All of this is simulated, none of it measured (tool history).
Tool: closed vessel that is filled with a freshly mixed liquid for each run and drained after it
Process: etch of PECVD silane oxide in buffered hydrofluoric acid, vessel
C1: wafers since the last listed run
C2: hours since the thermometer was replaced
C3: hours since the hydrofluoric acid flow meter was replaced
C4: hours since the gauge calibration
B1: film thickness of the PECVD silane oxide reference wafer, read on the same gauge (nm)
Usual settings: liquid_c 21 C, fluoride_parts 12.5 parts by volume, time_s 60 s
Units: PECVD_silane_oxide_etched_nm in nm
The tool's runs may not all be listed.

{"run": 1, "hour": 0.0, "liquid_c": 21, "fluoride_parts": 11, "time_s": 85, "C1": 0, "C2": 1866.2, "C3": 767.2, "C4": 995.7, "B1": 109.99, "PECVD_silane_oxide_etched_nm": 147.87}
{"run": 2, "hour": 61.9, "liquid_c": 21, "fluoride_parts": 11, "time_s": 85, "C1": 8792, "C2": 1928.1, "C3": 829.1, "C4": 1057.6, "B1": 109.98, "PECVD_silane_oxide_etched_nm": 146.81}
{"run": 3, "hour": 96.2, "liquid_c": 21, "fluoride_parts": 14, "time_s": 60, "C1": 4872, "C2": 1962.4, "C3": 863.4, "C4": 1091.9, "B1": 109.98, "PECVD_silane_oxide_etched_nm": 81.33}
{"run": 4, "hour": 156.5, "liquid_c": 21, "fluoride_parts": 12.5, "time_s": 60, "C1": 8565, "C2": 2022.7, "C3": 923.7, "C4": 1152.2, "B1": 110, "PECVD_silane_oxide_etched_nm": 90.33}
{"run": 5, "hour": 299.4, "liquid_c": 21, "fluoride_parts": 12.5, "time_s": 60, "C1": 20298, "C2": 2165.6, "C3": 1066.6, "C4": 1295.1, "B1": 109.97, "PECVD_silane_oxide_etched_nm": 90.31}
{"run": 6, "hour": 330.6, "liquid_c": 21, "fluoride_parts": 12.5, "time_s": 45, "C1": 4431, "C2": 2196.8, "C3": 1097.8, "C4": 1326.3, "B1": 109.99, "PECVD_silane_oxide_etched_nm": 66.89}
{"run": 7, "hour": 397.7, "liquid_c": 21, "fluoride_parts": 12.5, "time_s": 60, "C1": 9531, "C2": 2263.9, "C3": 1164.9, "C4": 1393.4, "B1": 110, "PECVD_silane_oxide_etched_nm": 88.61}
{"hour": 443.1, "done": "gauge calibrated"}
{"run": 8, "hour": 445.3, "liquid_c": 24, "fluoride_parts": 12.5, "time_s": 60, "C1": 6761, "C2": 2311.5, "C3": 1212.5, "C4": 2.2, "B1": 109.99, "PECVD_silane_oxide_etched_nm": 107.38}
{"hour": 464.1, "done": "thermometer replaced"}
{"run": 9, "hour": 652.5, "liquid_c": 24, "fluoride_parts": 12.5, "time_s": 60, "C1": 29289, "C2": 188.4, "C3": 1419.7, "C4": 209.4, "B1": 109.99, "PECVD_silane_oxide_etched_nm": 115.54}
{"run": 10, "hour": 686.3, "liquid_c": 24, "fluoride_parts": 12.5, "time_s": 60, "C1": 4801, "C2": 222.2, "C3": 1453.5, "C4": 243.2, "B1": 110, "PECVD_silane_oxide_etched_nm": 117.65}
{"run": 11, "hour": 749.2, "liquid_c": 24, "fluoride_parts": 12.5, "time_s": 60, "C1": 8934, "C2": 285.1, "C3": 1516.4, "C4": 306.1, "B1": 109.99, "PECVD_silane_oxide_etched_nm": 117.53}
{"hour": 768.6, "done": "hydrofluoric acid flow meter replaced"}
{"run": 12, "hour": 808.7, "liquid_c": 19, "fluoride_parts": 14, "time_s": 30, "C1": 8309, "C2": 344.6, "C3": 40.1, "C4": 365.6, "B1": 109.99, "PECVD_silane_oxide_etched_nm": 39.22}
{"run": 13, "hour": 861.0, "liquid_c": 23.5, "fluoride_parts": 12.5, "time_s": 60, "C1": 7428, "C2": 396.9, "C3": 92.4, "C4": 417.9, "B1": 110, "PECVD_silane_oxide_etched_nm": 113.59}
{"run": 14, "hour": 919.2, "liquid_c": 17.5, "fluoride_parts": 12.5, "time_s": 60, "C1": 8266, "C2": 455.1, "C3": 150.6, "C4": 476.1, "B1": 109.99, "PECVD_silane_oxide_etched_nm": 81.18}

Forecast run 15:
{"run": 15, "hour": 987.9, "liquid_c": 21, "fluoride_parts": 12.5, "time_s": 60, "C1": 9758, "C2": 523.8, "C3": 219.3, "C4": 544.8, "B1": "?", "PECVD_silane_oxide_etched_nm": "?"}

{"run 15": {"B1": 110, "PECVD_silane_oxide_etched_nm": 97.6}}
Without the tool's hidden state the same run would have given PECVD_silane_oxide_etched_nm 102.52 nm.
